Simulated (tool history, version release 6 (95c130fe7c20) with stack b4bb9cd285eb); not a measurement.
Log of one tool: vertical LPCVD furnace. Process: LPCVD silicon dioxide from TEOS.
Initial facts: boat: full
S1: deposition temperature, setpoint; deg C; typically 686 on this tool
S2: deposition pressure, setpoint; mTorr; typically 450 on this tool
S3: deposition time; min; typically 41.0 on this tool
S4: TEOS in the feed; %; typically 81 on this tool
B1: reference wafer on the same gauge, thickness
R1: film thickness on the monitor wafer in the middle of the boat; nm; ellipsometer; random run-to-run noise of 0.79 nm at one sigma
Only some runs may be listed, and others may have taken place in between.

{"run": 1, "hour": 0.0, "S1": 686, "S2": 450, "S3": 41.0, "S4": 81, "B1": 319.99, "R1": 283.47}
{"run": 2, "hour": 62.9, "S1": 686, "S2": 450, "S3": 41.0, "S4": 81, "B1": 320.03, "R1": 284.22}
{"run": 3, "hour": 209.5, "S1": 686, "S2": 450, "S3": 41.0, "S4": 81, "B1": 319.95, "R1": 285.07}
{"run": 4, "hour": 272.7, "S1": 686, "S2": 450, "S3": 41.0, "S4": 81, "B1": 320.0, "R1": 286.49}
{"run": 5, "hour": 343.1, "S1": 686, "S2": 520, "S3": 41.0, "S4": 81, "B1": 319.75, "R1": 307.02}
{"run": 6, "hour": 397.1, "S1": 686, "S2": 520, "S3": 41.0, "S4": 81, "B1": 319.85, "R1": 308.38}
{"run": 7, "hour": 446.1, "S1": 686, "S2": 450, "S3": 41.0, "S4": 81, "B1": 320.16, "R1": 286.16}
{"run": 8, "hour": 476.1, "S1": 686, "S2": 365, "S3": 41.0, "S4": 68, "B1": 319.99, "R1": 239.17}
{"run": 9, "hour": 500.1, "S1": 686, "S2": 365, "S3": 41.0, "S4": 68, "B1": 320.0, "R1": 237.77}
{"run": 10, "hour": 554.6, "S1": 686, "S2": 365, "S3": 41.0, "S4": 68, "B1": 320.21, "R1": 238.55}
{"hour": 579.8, "done": "gauge calibrated"}
{"run": 11, "hour": 601.7, "S1": 686, "S2": 450, "S3": 41.0, "S4": 81, "B1": 319.99, "R1": 288.58}
{"run": 12, "hour": 637.5, "S1": 686, "S2": 450, "S3": 41.0, "S4": 81, "B1": 320.07, "R1": 286.19}
{"hour": 675.3, "done": "pressure gauge zeroed"}
{"run": 13, "hour": 675.8, "S1": 686, "S2": 450, "S3": 41.0, "S4": 81, "B1": 320.15, "R1": 279.83}
{"run": 14, "hour": 712.0, "S1": 690, "S2": 420, "S3": 41.0, "S4": 81, "B1": 320.23, "R1": 296.96}
{"run": 15, "hour": 747.1, "S1": 693, "S2": 450, "S3": 41.0, "S4": 91, "B1": 320.1, "R1": 348.97}
{"hour": 802.3, "done": "thermocouples replaced and temperature profile calibrated"}
{"run": 16, "hour": 802.8, "S1": 686, "S2": 450, "S3": 41.0, "S4": 90, "B1": 319.78, "R1": 288.44}
{"run": 17, "hour": 832.0, "S1": 686, "S2": 365, "S3": 41.0, "S4": 68, "B1": 319.92, "R1": 227.59}
{"run": 18, "hour": 879.2, "S1": 686, "S2": 450, "S3": 34.0, "S4": 94, "B1": 319.98, "R1": 245.59}
{"run": 19, "hour": 904.0, "S1": 686, "S2": 450, "S3": 41.0, "S4": 81, "B1": 320.02, "R1": 274.84}
{"hour": 938.0, "done": "TEOS flow controller replaced"}
{"run": 20, "hour": 938.5, "S1": 686, "S2": 450, "S3": 41.0, "S4": 81, "B1": 319.83, "R1": 276.39}
{"run": 21, "hour": 1001.5, "S1": 692, "S2": 450, "S3": 41.0, "S4": 81, "B1": 320.12, "R1": 318.07}
{"run": 22, "hour": 1031.4, "S1": 686, "S2": 345, "S3": 41.0, "S4": 81, "B1": 319.97, "R1": 241.32}
{"run": 23, "hour": 1096.2, "S1": 693, "S2": 450, "S3": 27.0, "S4": 81, "B1": 320.34, "R1": 214.07}
{"run": 24, "hour": 1139.3, "S1": 686, "S2": 545, "S3": 36.0, "S4": 81, "B1": 320.21, "R1": 265.82}
{"run": 25, "hour": 1191.7, "S1": 686, "S2": 400, "S3": 54.5, "S4": 74, "B1": 319.97, "R1": 329.78}
{"run": 26, "hour": 1242.8, "S1": 686, "S2": 450, "S3": 41.0, "S4": 81, "B1": 319.98, "R1": 275.33}
{"run": 27, "hour": 1270.2, "S1": 690, "S2": 450, "S3": 41.0, "S4": 70, "B1": 320.04, "R1": 284.32}

What does the tool deliver on the next run?
{"run": 28, "hour": 1301.8, "S1": 694, "S2": 405, "S3": 25.0, "S4": 81, "B1": "?", "R1": "?"}

{"run 28": {"B1": 320.11, "R1": 193.03}}
With the hidden condition absent and the run-to-run variation left alone, this run would have shown R1 192.14 nm.
